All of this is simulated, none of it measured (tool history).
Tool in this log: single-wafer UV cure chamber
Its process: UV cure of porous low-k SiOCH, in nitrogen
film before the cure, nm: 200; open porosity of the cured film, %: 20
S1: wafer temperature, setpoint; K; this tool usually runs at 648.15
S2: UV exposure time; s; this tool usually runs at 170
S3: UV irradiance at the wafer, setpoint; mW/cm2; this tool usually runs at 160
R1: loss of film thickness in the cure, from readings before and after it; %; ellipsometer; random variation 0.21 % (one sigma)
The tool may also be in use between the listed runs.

run,hour,S1,S2,S3,R1
1,0,648.15,170,160,13.642
2,58.4,648.15,170,160,13.532
3,220.9,648.15,170,160,13.314
4,276.3,648.15,170,160,13.462
5,317,648.15,170,160,13.007
6,364.8,648.15,170,160,12.897
7,409.6,648.15,170,160,12.958
# hour 420.3: quartz window cleaned
8,484.7,648.15,170,160,14.019
# hour 522.4: UV bulbs replaced
9,582.9,648.15,170,160,15.389
10,643.7,643.15,170,160,14.74
11,689.3,643.15,170,160,14.906
12,727.4,648.15,170,160,14.808
13,806.9,648.15,170,160,14.356
14,891,648.15,170,160,14.235
15,957.2,634.15,110,160,11.4
16,1040.2,648.15,170,151,13.621
17,1103.6,648.15,170,151,13.104
# hour 1158.7: quartz window cleaned
18,1161.7,648.15,170,151,14.121
19,1254.9,648.15,170,160,14.922
20,1304.1,648.15,225,186,16.954
21,1348,639.15,170,160,14.431
22,1439.6,639.15,170,160,13.975
23,1520.1,648.15,170,160,13.989
24,1572.4,632.15,75,140,8.593
25,1629.7,648.15,170,160,13.72
26,1681.5,659.15,200,183,15.446
27,1726.6,657.15,240,144,15.037
# hour 1751.4: quartz window cleaned
28,2041.9,648.15,170,160,14.055
29,2123.8,659.15,200,183,15.801
30,2172.8,665.15,70,144,8.433
31,2306.6,648.15,200,173,14.554
32,2386.8,665.15,140,160,12.254
33,2447,630.15,80,180,9.092
# hour 2517.2: quartz window cleaned
34,2520.1,659.15,200,173,15.828
35,2570.5,639.15,205,139,14.399
36,2677.3,659.15,200,173,16.069
# hour 2689.3: UV bulbs replaced
37,2743.5,632.15,205,196,17.268
38,2804.1,648.15,115,121,11.276
39,2883.4,648.15,110,143,11.984
40,2938.9,648.15,170,151,14.19
41,3039,630.15,80,180,10.354
42,3085,648.15,170,160,14.081
43,3189.9,641.15,95,175,10.949
# hour 3281.4: quartz window cleaned
44,3281.9,657.15,240,144,16.502
45,3318.3,637.15,170,160,14.444
46,3396.3,663.15,170,131,13.93

4 options for the next run, each taken on its own from the tool as it stands now. Forecast them:
A,3396.8,648.15,215,160,?
B,3396.8,648.15,170,130,?
C,3396.8,629.15,170,170,?
D,3396.8,638.15,230,149,?

run,R1
A,15.53
B,13.087
C,14.105
D,15.271
Stripped of hidden state, with their random variation kept, the same runs would have yielded:
run,R1
A,16.539
B,14.05
C,15.089
D,16.276
